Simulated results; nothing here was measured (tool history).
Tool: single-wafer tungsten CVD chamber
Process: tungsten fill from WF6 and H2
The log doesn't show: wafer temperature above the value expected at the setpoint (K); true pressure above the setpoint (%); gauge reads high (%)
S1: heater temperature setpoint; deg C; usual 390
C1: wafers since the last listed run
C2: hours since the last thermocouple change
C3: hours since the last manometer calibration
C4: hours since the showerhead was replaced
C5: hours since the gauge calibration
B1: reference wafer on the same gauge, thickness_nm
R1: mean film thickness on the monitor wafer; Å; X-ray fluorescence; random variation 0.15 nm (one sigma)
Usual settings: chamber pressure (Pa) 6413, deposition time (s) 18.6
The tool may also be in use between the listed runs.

Run 1, hour 0: usual settings; C1 0; C2 2900.2; C3 1634.3; C4 8245.9; C5 39.3; B1 63.524. Result: R1 546.29 Å.
Run 2, hour 9.4: usual settings; C1 422; C2 2909.6; C3 1643.7; C4 8255.3; C5 48.7; B1 63.599. Result: R1 547.73 Å.
Run 3, hour 18.9: usual settings; C1 427; C2 2919.1; C3 1653.2; C4 8264.8; C5 58.2; B1 63.61. Result: R1 545.92 Å.
Run 4, hour 36.6: usual settings; C1 795; C2 2936.8; C3 1670.9; C4 8282.5; C5 75.9; B1 63.615. Result: R1 544.15 Å.
Run 5, hour 49.9: usual settings; C1 597; C2 2950.1; C3 1684.2; C4 8295.8; C5 89.2; B1 63.616. Result: R1 545.27 Å.
Run 6, hour 67.4: usual settings; C1 786; C2 2967.6; C3 1701.7; C4 8313.3; C5 106.7; B1 63.53. Result: R1 545.94 Å.
Run 7, hour 81.7: usual settings but chamber pressure (Pa) 5320; C1 642; C2 2981.9; C3 1716; C4 8327.6; C5 121; B1 63.648. Result: R1 515.23 Å.
Run 8, hour 88.5: usual settings; C1 305; C2 2988.7; C3 1722.8; C4 8334.4; C5 127.8; B1 63.629. Result: R1 546.18 Å.
Run 9, hour 95.4: usual settings but S1 396 deg C; C1 310; C2 2995.6; C3 1729.7; C4 8341.3; C5 134.7; B1 63.636. Result: R1 603.68 Å.
Run 10, hour 106.8: usual settings but deposition time (s) 15.8; C1 512; C2 3007; C3 1741.1; C4 8352.7; C5 146.1; B1 63.67. Result: R1 462.7 Å.
Run 11, hour 121.2: usual settings but deposition time (s) 15.8; C1 647; C2 3021.4; C3 1755.5; C4 8367.1; C5 160.5; B1 63.633. Result: R1 461.65 Å.
Run 12, hour 157.2: usual settings but chamber pressure (Pa) 7466; C1 1618; C2 3057.4; C3 1791.5; C4 8403.1; C5 196.5; B1 63.624. Result: R1 568.69 Å.
At hour 199.4: capacitance manometer re-zeroed and calibrated.
Run 13, hour 199.9: usual settings but chamber pressure (Pa) 7466; C1 1559; C2 3100.1; C3 0.5; C4 8445.8; C5 239.2; B1 63.626. Result: R1 573.29 Å.
Run 14, hour 200.2: usual settings; C1 13; C2 3100.4; C3 0.8; C4 8446.1; C5 239.5; B1 63.54. Result: R1 546.5 Å.
At hour 215.2: thermocouple changed; heater temperature recalibrated.
Run 15, hour 215.7: usual settings but S1 383 deg C, chamber pressure (Pa) 5066; C1 337; C2 0.5; C3 16.3; C4 8461.6; C5 255; B1 63.592. Result: R1 482.37 Å.
Run 16, hour 218: usual settings but S1 375 deg C, chamber pressure (Pa) 5266; C1 103; C2 2.8; C3 18.6; C4 8463.9; C5 257.3; B1 63.641. Result: R1 422.11 Å.
At hour 222.9: gauge calibrated.
Run 17, hour 232.3: usual settings but S1 402 deg C; C1 642; C2 17.1; C3 32.9; C4 8478.2; C5 9.4; B1 63.569. Result: R1 710.78 Å.
At hour 247.9: showerhead replaced.
Run 18, hour 248.4: usual settings but S1 382 deg C, deposition time (s) 22.1; C1 364; C2 33.2; C3 49; C4 0.5; C5 25.5; B1 63.672. Result: R1 601.76 Å.
Run 19, hour 260.5: usual settings but deposition time (s) 16.1; C1 543; C2 45.3; C3 61.1; C4 12.6; C5 37.6; B1 63.533. Result: R1 502.38 Å.
Run 20, hour 266.7: usual settings but chamber pressure (Pa) 4866; C1 278; C2 51.5; C3 67.3; C4 18.8; C5 43.8; B1 63.657. Result: R1 535.14 Å.
Run 21, hour 279.1: usual settings; C1 557; C2 63.9; C3 79.7; C4 31.2; C5 56.2; B1 63.634. Result: R1 578.15 Å.
Run 22, hour 285.7: usual settings; C1 296; C2 70.5; C3 86.3; C4 37.8; C5 62.8; B1 63.552. Result: R1 577.81 Å.
Run 23, hour 293.6: usual settings but deposition time (s) 20.1; C1 355; C2 78.4; C3 94.2; C4 45.7; C5 70.7; B1 63.639. Result: R1 621.69 Å.
Run 24, hour 301.5: usual settings but S1 400 deg C, chamber pressure (Pa) 7706, deposition time (s) 20.7; C1 355; C2 86.3; C3 102.1; C4 53.6; C5 78.6; B1 63.54. Result: R1 806.48 Å.
Run 25, hour 317.9: usual settings; C1 737; C2 102.7; C3 118.5; C4 70; C5 95; B1 63.552. Result: R1 579.17 Å.
Run 26, hour 327.2: usual settings; C1 418; C2 112; C3 127.8; C4 79.3; C5 104.3; B1 63.615. Result: R1 578.42 Å.
Run 27, hour 333.3: usual settings but S1 384 deg C, chamber pressure (Pa) 7746; C1 274; C2 118.1; C3 133.9; C4 85.4; C5 110.4; B1 63.601. Result: R1 550.6 Å.

5 ways to go on from here, each from the tool as it stands after run 27. What would each give?
Run A, hour 333.7: usual settings but S1 384 deg C; C1 17; C2 118.5; C3 134.3; C4 85.8; C5 110.8; B1 ?. Result: R1 ?.
Run B, hour 333.7: usual settings but S1 385 deg C, deposition time (s) 20.2; C1 17; C2 118.5; C3 134.3; C4 85.8; C5 110.8; B1 ?. Result: R1 ?.
Run C, hour 333.7: usual settings but S1 385 deg C, chamber pressure (Pa) 5386, deposition time (s) 17.5; C1 17; C2 118.5; C3 134.3; C4 85.8; C5 110.8; B1 ?. Result: R1 ?.
Run D, hour 333.7: usual settings but S1 402 deg C, chamber pressure (Pa) 7279, deposition time (s) 19.8; C1 17; C2 118.5; C3 134.3; C4 85.8; C5 110.8; B1 ?. Result: R1 ?.
Run E, hour 333.7: usual settings but deposition time (s) 21.6; C1 17; C2 118.5; C3 134.3; C4 85.8; C5 110.8; B1 ?. Result: R1 ?.

run      B1      R1
  A  63.597  518.72
  B  63.597   573.5
  C  63.597  472.16
  D  63.597  778.06
  E  63.597  669.14
Without the tool's hidden state the same runs would have given:
run      R1
  A  533.32
  B  589.61
  C  485.42
  D  798.16
  E  687.67
